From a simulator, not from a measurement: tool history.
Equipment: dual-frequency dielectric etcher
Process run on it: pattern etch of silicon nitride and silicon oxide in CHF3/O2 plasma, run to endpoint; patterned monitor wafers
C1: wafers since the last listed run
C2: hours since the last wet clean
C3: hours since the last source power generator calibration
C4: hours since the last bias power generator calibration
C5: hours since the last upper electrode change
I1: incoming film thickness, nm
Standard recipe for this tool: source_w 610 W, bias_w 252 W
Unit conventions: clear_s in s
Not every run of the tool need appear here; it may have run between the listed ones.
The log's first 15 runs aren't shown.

{"run": 16, "hour": 356.8, "source_w": 650, "bias_w": 195, "C1": 65, "C2": 551.6, "C3": 3540.9, "C4": 120.7, "C5": 6138.3, "I1": 153.4, "clear_s": 96.7}
{"run": 17, "hour": 390.4, "source_w": 480, "bias_w": 214, "C1": 155, "C2": 585.2, "C3": 3574.5, "C4": 154.3, "C5": 6171.9, "I1": 154.3, "clear_s": 101.7}
{"run": 18, "hour": 402.6, "source_w": 520, "bias_w": 307, "C1": 56, "C2": 597.4, "C3": 3586.7, "C4": 166.5, "C5": 6184.1, "I1": 154.4, "clear_s": 90.7}
{"hour": 428.8, "done": "upper electrode replaced"}
{"hour": 434.3, "done": "wet clean of the chamber"}
{"run": 19, "hour": 434.8, "source_w": 700, "bias_w": 206, "C1": 12, "C2": 0.5, "C3": 3618.9, "C4": 198.7, "C5": 6.0, "I1": 151.4, "clear_s": 95.6}
{"run": 20, "hour": 437.6, "source_w": 610, "bias_w": 252, "C1": 12, "C2": 3.3, "C3": 3621.7, "C4": 201.5, "C5": 8.8, "I1": 154.7, "clear_s": 95.9}
{"hour": 458.3, "done": "source power generator calibrated"}
{"run": 21, "hour": 465.6, "source_w": 480, "bias_w": 219, "C1": 111, "C2": 31.3, "C3": 7.3, "C4": 229.5, "C5": 36.8, "I1": 152.5, "clear_s": 102.1}
{"run": 22, "hour": 492.5, "source_w": 560, "bias_w": 294, "C1": 124, "C2": 58.2, "C3": 34.2, "C4": 256.4, "C5": 63.7, "I1": 153.8, "clear_s": 92.7}
{"run": 23, "hour": 514.8, "source_w": 610, "bias_w": 252, "C1": 103, "C2": 80.5, "C3": 56.5, "C4": 278.7, "C5": 86.0, "I1": 152.7, "clear_s": 94.0}
{"run": 24, "hour": 540.5, "source_w": 570, "bias_w": 228, "C1": 119, "C2": 106.2, "C3": 82.2, "C4": 304.4, "C5": 111.7, "I1": 153.5, "clear_s": 97.7}
{"run": 25, "hour": 568.2, "source_w": 530, "bias_w": 299, "C1": 128, "C2": 133.9, "C3": 109.9, "C4": 332.1, "C5": 139.4, "I1": 152.6, "clear_s": 92.7}
{"run": 26, "hour": 603.2, "source_w": 550, "bias_w": 270, "C1": 162, "C2": 168.9, "C3": 144.9, "C4": 367.1, "C5": 174.4, "I1": 153.6, "clear_s": 94.7}
{"run": 27, "hour": 632.0, "source_w": 550, "bias_w": 274, "C1": 133, "C2": 197.7, "C3": 173.7, "C4": 395.9, "C5": 203.2, "I1": 154.5, "clear_s": 95.0}
{"run": 28, "hour": 644.1, "source_w": 760, "bias_w": 252, "C1": 56, "C2": 209.8, "C3": 185.8, "C4": 408.0, "C5": 215.3, "I1": 154.3, "clear_s": 89.6}
{"run": 29, "hour": 659.6, "source_w": 710, "bias_w": 202, "C1": 71, "C2": 225.3, "C3": 201.3, "C4": 423.5, "C5": 230.8, "I1": 153.2, "clear_s": 95.6}
{"run": 30, "hour": 672.0, "source_w": 540, "bias_w": 314, "C1": 57, "C2": 237.7, "C3": 213.7, "C4": 435.9, "C5": 243.2, "I1": 154.2, "clear_s": 91.1}
{"run": 31, "hour": 690.6, "source_w": 610, "bias_w": 226, "C1": 86, "C2": 256.3, "C3": 232.3, "C4": 454.5, "C5": 261.8, "I1": 155.2, "clear_s": 97.5}
{"run": 32, "hour": 708.8, "source_w": 560, "bias_w": 314, "C1": 84, "C2": 274.5, "C3": 250.5, "C4": 472.7, "C5": 280.0, "I1": 153.4, "clear_s": 90.3}
{"run": 33, "hour": 732.3, "source_w": 610, "bias_w": 215, "C1": 109, "C2": 298.0, "C3": 274.0, "C4": 496.2, "C5": 303.5, "I1": 151.2, "clear_s": 96.0}
{"run": 34, "hour": 752.0, "source_w": 650, "bias_w": 252, "C1": 91, "C2": 317.7, "C3": 293.7, "C4": 515.9, "C5": 323.2, "I1": 153.0, "clear_s": 91.3}

What if the next run were any one of these 5? Each begins from the tool's condition after run 34:
{"run": "A", "hour": 752.5, "source_w": 610, "bias_w": 283, "C1": 2, "C2": 318.2, "C3": 294.2, "C4": 516.4, "C5": 323.7, "I1": 151.0, "clear_s": "?"}
{"run": "B", "hour": 752.5, "source_w": 470, "bias_w": 299, "C1": 2, "C2": 318.2, "C3": 294.2, "C4": 516.4, "C5": 323.7, "I1": 151.0, "clear_s": "?"}
{"run": "C", "hour": 752.5, "source_w": 610, "bias_w": 298, "C1": 2, "C2": 318.2, "C3": 294.2, "C4": 516.4, "C5": 323.7, "I1": 151.0, "clear_s": "?"}
{"run": "D", "hour": 752.5, "source_w": 760, "bias_w": 197, "C1": 2, "C2": 318.2, "C3": 294.2, "C4": 516.4, "C5": 323.7, "I1": 151.0, "clear_s": "?"}
{"run": "E", "hour": 752.5, "source_w": 510, "bias_w": 252, "C1": 2, "C2": 318.2, "C3": 294.2, "C4": 516.4, "C5": 323.7, "I1": 151.0, "clear_s": "?"}

run=A clear_s=89.3
run=B clear_s=92.7
run=C clear_s=88.1
run=D clear_s=92.6
run=E clear_s=95.3
What these runs would have given with no unlogged condition in the tool:
run=A clear_s=90.9
run=B clear_s=94.4
run=C clear_s=89.7
run=D clear_s=94.3
run=E clear_s=97.1
